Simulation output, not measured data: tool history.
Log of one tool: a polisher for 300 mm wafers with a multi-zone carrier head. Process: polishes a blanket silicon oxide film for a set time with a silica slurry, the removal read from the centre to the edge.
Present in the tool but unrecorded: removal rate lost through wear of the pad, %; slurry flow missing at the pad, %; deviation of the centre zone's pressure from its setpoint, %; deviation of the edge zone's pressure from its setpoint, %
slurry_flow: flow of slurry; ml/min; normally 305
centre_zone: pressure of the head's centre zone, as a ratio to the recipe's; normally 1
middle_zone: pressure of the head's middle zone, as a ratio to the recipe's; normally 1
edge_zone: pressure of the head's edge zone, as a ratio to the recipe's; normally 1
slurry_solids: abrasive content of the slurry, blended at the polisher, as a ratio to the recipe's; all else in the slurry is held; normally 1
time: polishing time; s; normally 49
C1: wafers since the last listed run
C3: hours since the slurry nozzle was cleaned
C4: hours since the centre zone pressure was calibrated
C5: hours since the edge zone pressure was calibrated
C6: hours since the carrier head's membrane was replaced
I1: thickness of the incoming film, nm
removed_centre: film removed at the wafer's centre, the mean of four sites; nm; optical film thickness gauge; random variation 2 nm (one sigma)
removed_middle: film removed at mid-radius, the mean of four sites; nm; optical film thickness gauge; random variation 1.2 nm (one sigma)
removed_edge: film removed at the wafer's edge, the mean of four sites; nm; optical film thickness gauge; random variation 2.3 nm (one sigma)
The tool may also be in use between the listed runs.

{"run": 1, "hour": 0.0, "slurry_flow": 305, "centre_zone": 1, "middle_zone": 1, "edge_zone": 1, "slurry_solids": 1, "time": 49, "C1": 0, "wafers polished on this pad": 53, "C3": 630.6, "C4": 364.9, "C5": 850, "C6": 1068.8, "I1": 1152.2, "removed_centre": 186.1, "removed_middle": 180.8, "removed_edge": 174.1}
{"hour": 50.3, "done": "slurry nozzle cleaned"}
{"run": 2, "hour": 69.7, "slurry_flow": 305, "centre_zone": 1, "middle_zone": 1, "edge_zone": 0.91, "slurry_solids": 1, "time": 49, "C1": 597, "wafers polished on this pad": 650, "C3": 19.4, "C4": 434.6, "C5": 919.7, "C6": 1138.5, "I1": 1154.3, "removed_centre": 179.9, "removed_middle": 176.8, "removed_edge": 170.1}
{"run": 3, "hour": 121.2, "slurry_flow": 305, "centre_zone": 1, "middle_zone": 1, "edge_zone": 0.91, "slurry_solids": 1, "time": 49, "C1": 447, "wafers polished on this pad": 1098, "C3": 70.9, "C4": 486.1, "C5": 971.2, "C6": 1190, "I1": 1150.1, "removed_centre": 177.2, "removed_middle": 174.7, "removed_edge": 165.2}
{"run": 4, "hour": 177.3, "slurry_flow": 305, "centre_zone": 1, "middle_zone": 1, "edge_zone": 1, "slurry_solids": 1, "time": 49, "C1": 487, "wafers polished on this pad": 1586, "C3": 127, "C4": 542.2, "C5": 1027.3, "C6": 1246.1, "I1": 1128.9, "removed_centre": 177.3, "removed_middle": 171.7, "removed_edge": 172.9}
{"run": 5, "hour": 206.3, "slurry_flow": 305, "centre_zone": 1, "middle_zone": 1, "edge_zone": 1.07, "slurry_solids": 1, "time": 49, "C1": 252, "wafers polished on this pad": 1838, "C3": 156, "C4": 571.2, "C5": 1056.3, "C6": 1275.1, "I1": 1170.6, "removed_centre": 174.7, "removed_middle": 170.9, "removed_edge": 172.7}
{"hour": 233.5, "done": "carrier head's membrane replaced by a new one"}
{"run": 6, "hour": 273.5, "slurry_flow": 305, "centre_zone": 1, "middle_zone": 1, "edge_zone": 0.9, "slurry_solids": 1, "time": 49, "C1": 540, "wafers polished on this pad": 2378, "C3": 223.2, "C4": 638.4, "C5": 1123.5, "C6": 40, "I1": 1136.5, "removed_centre": 171.4, "removed_middle": 167.3, "removed_edge": 160.8}
{"run": 7, "hour": 340.1, "slurry_flow": 305, "centre_zone": 1, "middle_zone": 1, "edge_zone": 1, "slurry_solids": 1, "time": 49, "C1": 578, "wafers polished on this pad": 2957, "C3": 289.8, "C4": 705, "C5": 1190.1, "C6": 106.6, "I1": 1168.6, "removed_centre": 170.1, "removed_middle": 166.3, "removed_edge": 161.2}
{"hour": 390.5, "done": "worn pad replaced by a new one"}
{"run": 8, "hour": 398.3, "slurry_flow": 255, "centre_zone": 1.04, "middle_zone": 1, "edge_zone": 1, "slurry_solids": 0.8, "time": 39, "C1": 471, "wafers polished on this pad": 67, "C3": 348, "C4": 763.2, "C5": 1248.3, "C6": 164.8, "I1": 1134.5, "removed_centre": 135, "removed_middle": 126.1, "removed_edge": 124.6}
{"run": 9, "hour": 463.5, "slurry_flow": 305, "centre_zone": 1, "middle_zone": 1, "edge_zone": 1, "slurry_solids": 1, "time": 49, "C1": 566, "wafers polished on this pad": 634, "C3": 413.2, "C4": 828.4, "C5": 1313.5, "C6": 230, "I1": 1146.1, "removed_centre": 183, "removed_middle": 176.6, "removed_edge": 177.1}
{"run": 10, "hour": 512.1, "slurry_flow": 350, "centre_zone": 1.05, "middle_zone": 1, "edge_zone": 1, "slurry_solids": 0.7, "time": 60, "C1": 422, "wafers polished on this pad": 1056, "C3": 461.8, "C4": 877, "C5": 1362.1, "C6": 278.6, "I1": 1171.6, "removed_centre": 188.1, "removed_middle": 179.6, "removed_edge": 176.3}
{"hour": 521.3, "done": "centre zone pressure recalibrated"}
{"run": 11, "hour": 559.0, "slurry_flow": 305, "centre_zone": 1, "middle_zone": 1.05, "edge_zone": 1, "slurry_solids": 0.85, "time": 49, "C1": 390, "wafers polished on this pad": 1447, "C3": 508.7, "C4": 37.7, "C5": 1409, "C6": 325.5, "I1": 1138.4, "removed_centre": 162.4, "removed_middle": 168.8, "removed_edge": 158.3}
{"run": 12, "hour": 608.2, "slurry_flow": 305, "centre_zone": 1.11, "middle_zone": 1, "edge_zone": 1, "slurry_solids": 1, "time": 49, "C1": 427, "wafers polished on this pad": 1874, "C3": 557.9, "C4": 86.9, "C5": 1458.2, "C6": 374.7, "I1": 1150.7, "removed_centre": 193.6, "removed_middle": 169.7, "removed_edge": 168.4}
{"run": 13, "hour": 638.6, "slurry_flow": 305, "centre_zone": 1, "middle_zone": 0.96, "edge_zone": 1, "slurry_solids": 1, "time": 49, "C1": 264, "wafers polished on this pad": 2138, "C3": 588.3, "C4": 117.3, "C5": 1488.6, "C6": 405.1, "I1": 1168, "removed_centre": 176.4, "removed_middle": 163.1, "removed_edge": 168.3}
{"run": 14, "hour": 671.7, "slurry_flow": 345, "centre_zone": 1, "middle_zone": 1, "edge_zone": 1, "slurry_solids": 1, "time": 61, "C1": 287, "wafers polished on this pad": 2426, "C3": 621.4, "C4": 150.4, "C5": 1521.7, "C6": 438.2, "I1": 1150.2, "removed_centre": 216.7, "removed_middle": 213.1, "removed_edge": 203.7}
{"hour": 692.7, "done": "edge zone pressure recalibrated"}
{"hour": 717.1, "done": "slurry nozzle cleaned"}
{"run": 15, "hour": 737.3, "slurry_flow": 305, "centre_zone": 1, "middle_zone": 1.04, "edge_zone": 0.95, "slurry_solids": 0.85, "time": 49, "C1": 544, "wafers polished on this pad": 2970, "C3": 20.2, "C4": 216, "C5": 44.6, "C6": 503.8, "I1": 1137.8, "removed_centre": 156, "removed_middle": 155.7, "removed_edge": 147.6}
{"hour": 779.7, "done": "worn pad replaced by a new one"}
{"run": 16, "hour": 784.5, "slurry_flow": 305, "centre_zone": 1, "middle_zone": 1, "edge_zone": 1, "slurry_solids": 1, "time": 49, "C1": 375, "wafers polished on this pad": 41, "C3": 67.4, "C4": 263.2, "C5": 91.8, "C6": 551, "I1": 1168.6, "removed_centre": 185.2, "removed_middle": 179, "removed_edge": 179.1}
{"run": 17, "hour": 826.2, "slurry_flow": 360, "centre_zone": 1, "middle_zone": 1, "edge_zone": 1, "slurry_solids": 1, "time": 49, "C1": 362, "wafers polished on this pad": 404, "C3": 109.1, "C4": 304.9, "C5": 133.5, "C6": 592.7, "I1": 1162.9, "removed_centre": 185.9, "removed_middle": 180.9, "removed_edge": 180.7}
{"run": 18, "hour": 864.5, "slurry_flow": 305, "centre_zone": 1, "middle_zone": 1, "edge_zone": 1, "slurry_solids": 1, "time": 49, "C1": 332, "wafers polished on this pad": 737, "C3": 147.4, "C4": 343.2, "C5": 171.8, "C6": 631, "I1": 1155.1, "removed_centre": 180.2, "removed_middle": 176.6, "removed_edge": 177.7}
{"run": 19, "hour": 906.0, "slurry_flow": 305, "centre_zone": 1, "middle_zone": 1, "edge_zone": 1, "slurry_solids": 1, "time": 60, "C1": 360, "wafers polished on this pad": 1098, "C3": 188.9, "C4": 384.7, "C5": 213.3, "C6": 672.5, "I1": 1160.5, "removed_centre": 217, "removed_middle": 213.6, "removed_edge": 210.6}
{"run": 20, "hour": 974.8, "slurry_flow": 220, "centre_zone": 1.12, "middle_zone": 1, "edge_zone": 1.04, "slurry_solids": 1.2, "time": 49, "C1": 598, "wafers polished on this pad": 1696, "C3": 257.7, "C4": 453.5, "C5": 282.1, "C6": 741.3, "I1": 1162.8, "removed_centre": 207, "removed_middle": 183.7, "removed_edge": 182.3}
{"run": 21, "hour": 1043.8, "slurry_flow": 305, "centre_zone": 1, "middle_zone": 1, "edge_zone": 1, "slurry_solids": 1, "time": 49, "C1": 599, "wafers polished on this pad": 2295, "C3": 326.7, "C4": 522.5, "C5": 351.1, "C6": 810.3, "I1": 1147.7, "removed_centre": 174.3, "removed_middle": 168.4, "removed_edge": 169.1}
{"hour": 1102.7, "done": "worn pad replaced by a new one"}
{"run": 22, "hour": 1112.4, "slurry_flow": 360, "centre_zone": 1, "middle_zone": 1, "edge_zone": 1, "slurry_solids": 1, "time": 36, "C1": 561, "wafers polished on this pad": 84, "C3": 395.3, "C4": 591.1, "C5": 419.7, "C6": 878.9, "I1": 1148.2, "removed_centre": 138.9, "removed_middle": 132.3, "removed_edge": 132.9}

A few steps of removed_centre between consecutive runs. Split each: what settings, incoming material and random variation would produce without the hidden state, and what is left over for the hidden state, along with gauge scatter present in only one of the two compared results (measured, and without hidden state):
Run 7 -> 8: slurry_flow 305 -> 255, centre_zone 1 -> 1.04, slurry_solids 1 -> 0.8, time 49 -> 39, worn pad replaced by a new one. removed_centre -35.1 nm: hidden state +15.7, all else -50.8.
Run 8 -> 9: slurry_flow 255 -> 305, centre_zone 1.04 -> 1, slurry_solids 0.8 -> 1, time 39 -> 49. removed_centre +48 nm: hidden state -3, all else +51.
Run 14 -> 15: slurry_flow 345 -> 305, middle_zone 1 -> 1.04, edge_zone 1 -> 0.95, slurry_solids 1 -> 0.85, time 61 -> 49, edge zone pressure recalibrated, slurry nozzle cleaned. removed_centre -60.7 nm: hidden state +1.7, all else -62.4.
Run 15 -> 16: middle_zone 1.04 -> 1, edge_zone 0.95 -> 1, slurry_solids 0.85 -> 1, worn pad replaced by a new one. removed_centre +29.2 nm: hidden state +13.3, all else +15.9.
